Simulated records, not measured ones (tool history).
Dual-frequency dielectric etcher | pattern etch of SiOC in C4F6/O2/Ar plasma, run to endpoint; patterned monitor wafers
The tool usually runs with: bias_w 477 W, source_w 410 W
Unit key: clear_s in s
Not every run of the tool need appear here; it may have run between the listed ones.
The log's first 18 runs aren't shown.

| run | hour | bias_w | source_w | incoming incoming film thickness, nm | clear_s |
|---|---|---|---|---|---|
|  | 496.8 | wet clean of the chamber |
| 19 | 497.3 | 477 | 410 | 27.76 | 10.5 |
| 20 | 514.0 | 372 | 330 | 28.04 | 13.0 |
|  | 534.7 | bias power generator calibrated |
| 21 | 548.8 | 477 | 360 | 28.25 | 11.2 |
| 22 | 572.9 | 446 | 460 | 27.80 | 10.5 |
| 23 | 604.2 | 389 | 370 | 28.37 | 12.4 |
|  | 625.7 | source power generator calibrated |
| 24 | 626.8 | 477 | 410 | 28.09 | 10.7 |
|  | 651.5 | upper electrode replaced |
| 25 | 652.0 | 477 | 360 | 28.33 | 11.3 |
| 26 | 663.4 | 442 | 470 | 27.99 | 10.6 |
| 27 | 699.3 | 547 | 360 | 28.01 | 10.4 |
| 28 | 711.9 | 477 | 480 | 28.34 | 10.3 |
| 29 | 732.4 | 577 | 470 | 28.22 | 9.4 |
| 30 | 752.4 | 423 | 380 | 28.11 | 11.6 |
| 31 | 776.6 | 435 | 320 | 28.08 | 12.2 |
| 32 | 802.1 | 374 | 370 | 28.27 | 12.7 |
| 33 | 821.7 | 387 | 470 | 28.00 | 11.4 |
| 34 | 845.3 | 555 | 450 | 28.21 | 9.7 |
| 35 | 872.1 | 442 | 470 | 27.97 | 10.7 |

Each row is a separate what-if for the run after 35, all from the same tool condition, not one after another. Results?
| A | 872.5 | 477 | 350 | 27.95 | ? |
| B | 872.5 | 447 | 410 | 27.95 | ? |
| C | 872.5 | 403 | 340 | 27.95 | ? |
| D | 872.5 | 442 | 490 | 27.95 | ? |

| run | clear_s |
|---|---|
| A | 11.3 |
| B | 11.1 |
| C | 12.5 |
| D | 10.5 |
What these runs would have given with no unlogged condition in the tool:
| run | clear_s |
|---|---|
| A | 11.2 |
| B | 11.0 |
| C | 12.3 |
| D | 10.4 |
